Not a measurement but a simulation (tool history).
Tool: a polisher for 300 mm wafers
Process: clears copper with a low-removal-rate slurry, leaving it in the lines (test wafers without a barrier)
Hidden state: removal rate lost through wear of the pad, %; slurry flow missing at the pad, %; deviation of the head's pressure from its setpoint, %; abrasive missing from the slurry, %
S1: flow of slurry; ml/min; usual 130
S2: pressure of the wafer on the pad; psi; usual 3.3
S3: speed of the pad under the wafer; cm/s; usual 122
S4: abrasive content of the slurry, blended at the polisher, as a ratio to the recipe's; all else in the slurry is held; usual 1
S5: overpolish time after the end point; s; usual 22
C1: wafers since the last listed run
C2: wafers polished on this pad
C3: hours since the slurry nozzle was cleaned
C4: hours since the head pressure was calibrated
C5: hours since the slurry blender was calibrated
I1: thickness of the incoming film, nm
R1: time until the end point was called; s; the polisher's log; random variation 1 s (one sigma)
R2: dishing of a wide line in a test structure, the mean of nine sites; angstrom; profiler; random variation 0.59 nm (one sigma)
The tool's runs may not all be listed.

run    hour   S1   S2   S3   S4  S5    C1    C2     C3     C4     C5     I1     R1   R2
  1       0  130  3.3  122    1  22     0  2153  151.1    394   18.5    440   93.6  606
       57.9  -- worn pad replaced by a new one
  2    58.4  130  3.3  122    1  22   363     3  209.5  452.4   76.9    440   93.1  624
       76.2  -- head pressure recalibrated
  3    88.2  140  3.3  122    1  22   185   188  239.3     12  106.7  432.8   98.3  572
  4   144.3  115  3.3  122    1  22   374   563  295.4   68.1  162.8  432.7  102.2  558
      181.8  -- slurry nozzle cleaned
  5     190  115  3.3  122    1  22   298   862    8.2  113.8  208.5  426.2   96.3  582
  6   214.9  130  3.3  122  1.2  14   166  1028   33.1  138.7  233.4  437.5   96.8  419
  7   278.4  130  3.3  122  1.2  14   424  1453   96.6  202.2  296.9  428.6     94  425
  8   311.6  130  3.3  122  1.2  14   221  1674  129.8  235.4  330.1  427.3   92.3  416
  9     365  130  3.3  122    1  22   356  2031  183.2  288.8  383.5  434.9     95  585
      378.7  -- slurry blender recalibrated
 10   405.4  130  3.3  122    1  22   256  2288  223.6  329.2   26.7  431.4   95.6  597
      432.1  -- worn pad replaced by a new one
      532.9  -- slurry nozzle cleaned
 11   570.7  130  3.3  122    1  22  1071   919   37.8  494.5    192  436.9   91.1  621
      594.2  -- head pressure recalibrated
 12   603.2  130  3.3  122    1  22   203  1122   70.3      9  224.5  436.2   97.4  564
 13   657.3  130  3.3  122    1  22   361  1484  124.4   63.1  278.6  435.8   98.5  579
 14   684.4  130  3.3  122    1  22   181  1665  151.5   90.2  305.7  433.2     99  579
 15     723  130  3.3   84    1  22   257  1923  190.1  128.8  344.3  435.8  140.1  440
 16   767.5  130  3.3  122    1  22   297  2220  234.6  173.3  388.8  432.9   96.9  583
      787.8  -- worn pad replaced by a new one
 17   804.5  130  3.3  122    1  22   220   111  271.6  210.3  425.8  432.6   96.2  589
 18   844.5  130  3.9   80    1  34   267   378  311.6  250.3  465.8  429.8  125.9  668
        847  -- slurry nozzle cleaned
      902.3  -- slurry blender recalibrated
 19   912.3  130  3.3  122    1  22   433   811   65.3  318.1     10  438.5   95.1  591
 20   971.8  145  3.3   96  0.9  22   397  1209  124.8  377.6   69.5  428.5  113.4  516
      995.8  -- head pressure recalibrated
 21  1031.6  105  2.1  150    1  32   386  1595  184.6   35.8  129.3  438.4  112.6  665
 22  1076.4  130  3.3  122    1  22   299  1894  229.4   80.6  174.1  433.8   97.5  598
     1124.3  -- worn pad replaced by a new one
 23  1145.2  115  4.1  136    1  22   433   139  298.2  149.4  242.9  434.2   77.9  704
 24  1177.9  110  3.3   98  0.8  22   218   358  330.9  182.1  275.6    433  127.4  475
     1188.9  -- slurry nozzle cleaned
 25  1222.4  175  3.3  150    1  28   290   649   33.5  226.6  320.1  431.6   74.4  811
 26  1256.8  130  3.3  122  1.3  30   229   878   67.9    261  354.5  440.6   90.2  755
       1395  -- slurry blender recalibrated
     1421.4  -- head pressure recalibrated
       1427  -- worn pad replaced by a new one
 27  1453.3  110  3.6  122  1.1  14  1259   175  264.4   31.9   58.3    434   92.3  430
 28  1513.3  160  3.3  122    1  17   400   576  324.4   91.9  118.3    435   93.4  491
     1516.9  -- slurry nozzle cleaned
 29  1566.5  130  3.3  158    1  29   348   925   49.6  145.1  171.5  440.6   77.4  813

3 ways to go on from here, each from the tool as it stands after run 29. What would each give?
  A  1567  130  3.3  122    1  15   3  928  50.1  145.6  172  433.8   ?   ?
  B  1567  150  3.3  138  0.7  14   3  928  50.1  145.6  172  433.8   ?   ?
  C  1567  130  3.3   80    1  22   3  928  50.1  145.6  172  433.8   ?   ?

run     R1   R2
  A   95.6  441
  B   87.2  449
  C  141.5  438
Without the tool's hidden state the same runs would have given:
run     R1   R2
  A   96.9  435
  B   88.4  444
  C  143.5  432
